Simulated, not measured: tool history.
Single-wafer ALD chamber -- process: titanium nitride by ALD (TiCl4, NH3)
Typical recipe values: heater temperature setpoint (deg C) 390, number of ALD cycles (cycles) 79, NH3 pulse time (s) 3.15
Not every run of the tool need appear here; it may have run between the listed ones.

run,day,heater temperature setpoint (deg C),number of ALD cycles (cycles),NH3 pulse time (s),wafers since the last listed run,hours since the last thermocouple change,hours since the showerhead was replaced,hours since the gauge calibration,"read-back reference wafer on the same gauge, thickness_nm",mean film thickness on the monitor wafer (nm)
1,0.000,390,69,3.15,0,316.2,6965.8,1321.4,1.520,1.493
2,1.304,390,79,3.15,71,347.5,6997.1,1352.7,1.519,1.700
3,3.346,390,79,2.74,111,396.5,7046.1,1401.7,1.519,1.697
4,5.404,390,79,2.74,112,445.9,7095.5,1451.1,1.521,1.698
5,6.508,390,79,2.74,60,472.4,7122.0,1477.6,1.519,1.697
6,8.317,390,79,3.15,98,515.8,7165.4,1521.0,1.523,1.710
7,10.183,390,79,3.15,102,560.6,7210.2,1565.8,1.520,1.705
8,12.767,390,79,3.15,141,622.6,7272.2,1627.8,1.522,1.704
9,14.067,386,79,3.15,71,653.8,7303.4,1659.0,1.520,1.703
10,16.675,386,79,3.15,142,716.4,7366.0,1721.6,1.520,1.708
11,25.179,390,84,3.15,465,920.5,7570.1,1925.7,1.520,1.818
12,27.033,390,84,3.15,101,965.0,7614.6,1970.2,1.522,1.815
13,30.008,390,79,4.10,162,1036.4,7686.0,2041.6,1.519,1.712
14,31.425,390,79,4.10,77,1070.4,7720.0,2075.6,1.519,1.715
# day 32.692: showerhead replaced
15,34.162,390,79,4.10,131,1136.1,35.3,2141.3,1.519,1.707
16,35.821,390,79,3.15,90,1175.9,75.1,2181.1,1.517,1.712
17,37.742,390,79,3.15,105,1222.0,121.2,2227.2,1.521,1.704
18,40.017,390,79,3.15,124,1276.6,175.8,2281.8,1.519,1.704
19,41.717,390,79,2.69,93,1317.4,216.6,2322.6,1.521,1.695
20,42.762,390,74,2.09,57,1342.5,241.7,2347.7,1.520,1.579
21,44.004,390,79,3.15,67,1372.3,271.5,2377.5,1.521,1.702
22,45.242,390,79,3.15,67,1402.0,301.2,2407.2,1.519,1.704
# day 47.204: gauge calibrated
23,48.162,390,79,3.15,159,1472.1,371.3,23.0,1.521,1.709
24,50.658,390,84,3.15,136,1532.0,431.2,82.9,1.521,1.815
25,52.029,400,79,3.15,75,1564.9,464.1,115.8,1.520,1.709
26,54.138,390,68,3.15,115,1615.5,514.7,166.4,1.520,1.460
27,57.104,376,79,3.64,162,1686.7,585.9,237.6,1.521,1.692
28,59.067,390,79,3.15,107,1733.8,633.0,284.7,1.520,1.706
# day 61.312: thermocouple changed; heater temperature recalibrated
29,61.629,390,79,3.15,122,7.6,694.5,346.2,1.519,1.704
30,63.446,390,74,2.09,99,51.2,738.1,389.8,1.519,1.575
31,66.138,384,65,2.22,147,115.8,802.7,454.4,1.520,1.386
32,69.004,402,79,3.15,156,184.6,871.5,523.2,1.519,1.708
33,70.238,390,79,3.15,67,214.2,901.1,552.8,1.519,1.704
34,72.262,390,90,3.15,110,262.8,949.7,601.4,1.522,1.936
35,75.217,379,79,3.15,161,333.7,1020.6,672.3,1.520,1.695
36,76.254,395,64,2.71,56,358.6,1045.5,697.2,1.518,1.383
37,78.421,386,79,3.15,118,410.6,1097.5,749.2,1.520,1.707
38,79.838,390,79,2.44,77,444.6,1131.5,783.2,1.519,1.690
39,82.358,382,79,3.15,137,505.1,1192.0,843.7,1.521,1.698

List, for all runs, the conditions of the tool that the log does not record:
wafer temperature above the value expected at the setpoint (K): 0 in every run
gauge reads high (%): 0 in every run
